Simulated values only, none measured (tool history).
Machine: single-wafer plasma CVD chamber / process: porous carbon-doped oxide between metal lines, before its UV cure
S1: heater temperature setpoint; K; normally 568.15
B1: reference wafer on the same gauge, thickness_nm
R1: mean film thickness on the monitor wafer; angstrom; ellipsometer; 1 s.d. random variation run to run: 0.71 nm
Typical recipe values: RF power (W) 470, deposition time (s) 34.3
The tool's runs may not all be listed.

{"run": 1, "day": 0.0, "S1": 568.15, "RF power (W)": 470, "deposition time (s)": 34.3, "B1": 172.117, "R1": 1774.67}
{"run": 2, "day": 4.225, "S1": 568.15, "RF power (W)": 470, "deposition time (s)": 34.3, "B1": 171.826, "R1": 1771.61}
{"run": 3, "day": 7.196, "S1": 568.15, "RF power (W)": 470, "deposition time (s)": 34.3, "B1": 171.979, "R1": 1768.44}
{"run": 4, "day": 10.208, "S1": 568.15, "RF power (W)": 445, "deposition time (s)": 34.3, "B1": 172.075, "R1": 1707.86}
{"run": 5, "day": 14.304, "S1": 568.15, "RF power (W)": 445, "deposition time (s)": 34.3, "B1": 172.023, "R1": 1700.31}
{"run": 6, "day": 16.471, "S1": 564.15, "RF power (W)": 470, "deposition time (s)": 34.3, "B1": 172.05, "R1": 1806.72}
{"run": 7, "day": 18.6, "S1": 564.15, "RF power (W)": 470, "deposition time (s)": 34.3, "B1": 171.867, "R1": 1801.51}
{"run": 8, "day": 21.292, "S1": 568.15, "RF power (W)": 470, "deposition time (s)": 34.3, "B1": 172.083, "R1": 1782.79}
{"run": 9, "day": 24.062, "S1": 568.15, "RF power (W)": 470, "deposition time (s)": 34.3, "B1": 172.13, "R1": 1769.25}
{"run": 10, "day": 26.788, "S1": 568.15, "RF power (W)": 470, "deposition time (s)": 32.2, "B1": 172.262, "R1": 1670.55}
{"run": 11, "day": 28.304, "S1": 568.15, "RF power (W)": 470, "deposition time (s)": 32.2, "B1": 171.946, "R1": 1678.23}
{"run": 12, "day": 30.938, "S1": 568.15, "RF power (W)": 470, "deposition time (s)": 32.2, "B1": 171.872, "R1": 1660.98}
{"run": 13, "day": 35.308, "S1": 565.15, "RF power (W)": 450, "deposition time (s)": 34.3, "B1": 171.904, "R1": 1754.53}
{"day": 35.883, "done": "gauge calibrated"}
{"run": 14, "day": 37.796, "S1": 565.15, "RF power (W)": 450, "deposition time (s)": 34.3, "B1": 171.996, "R1": 1754.21}
{"run": 15, "day": 40.825, "S1": 568.15, "RF power (W)": 470, "deposition time (s)": 34.3, "B1": 172.203, "R1": 1767.86}
{"run": 16, "day": 42.654, "S1": 568.15, "RF power (W)": 470, "deposition time (s)": 34.3, "B1": 172.106, "R1": 1773.91}
{"day": 46.1, "done": "RF generator calibrated"}
{"run": 17, "day": 47.062, "S1": 581.15, "RF power (W)": 470, "deposition time (s)": 28.3, "B1": 171.911, "R1": 1377.44}
{"run": 18, "day": 49.788, "S1": 555.15, "RF power (W)": 505, "deposition time (s)": 29.3, "B1": 171.912, "R1": 1710.23}
{"run": 19, "day": 54.196, "S1": 563.15, "RF power (W)": 440, "deposition time (s)": 41.1, "B1": 171.963, "R1": 2074.09}
{"run": 20, "day": 57.417, "S1": 577.15, "RF power (W)": 470, "deposition time (s)": 34.3, "B1": 172.079, "R1": 1704.4}
{"day": 60.171, "done": "showerhead replaced"}
{"run": 21, "day": 61.746, "S1": 568.15, "RF power (W)": 470, "deposition time (s)": 34.3, "B1": 172.043, "R1": 1769.31}
{"run": 22, "day": 63.712, "S1": 562.15, "RF power (W)": 510, "deposition time (s)": 31.5, "B1": 172.187, "R1": 1791.89}
{"run": 23, "day": 65.779, "S1": 563.15, "RF power (W)": 395, "deposition time (s)": 29.1, "B1": 171.694, "R1": 1350.02}
{"day": 71.467, "done": "thermocouple changed; heater temperature recalibrated"}
{"run": 24, "day": 74.462, "S1": 572.15, "RF power (W)": 560, "deposition time (s)": 34.3, "B1": 171.791, "R1": 1958.7}
{"run": 25, "day": 77.254, "S1": 572.15, "RF power (W)": 470, "deposition time (s)": 34.3, "B1": 172.119, "R1": 1734.15}
{"run": 26, "day": 80.017, "S1": 580.15, "RF power (W)": 425, "deposition time (s)": 34.3, "B1": 171.978, "R1": 1541.11}
{"run": 27, "day": 83.929, "S1": 568.15, "RF power (W)": 470, "deposition time (s)": 34.3, "B1": 171.907, "R1": 1759.21}

Forecast run 28:
{"run": 28, "day": 85.504, "S1": 568.15, "RF power (W)": 470, "deposition time (s)": 34.3, "B1": "?", "R1": "?"}

{"run 28": {"B1": 171.797, "R1": 1770.83}}
Take away the tool's hidden state, keep the run-to-run variation as it was, and the same run would have given R1 1770.83 angstrom.
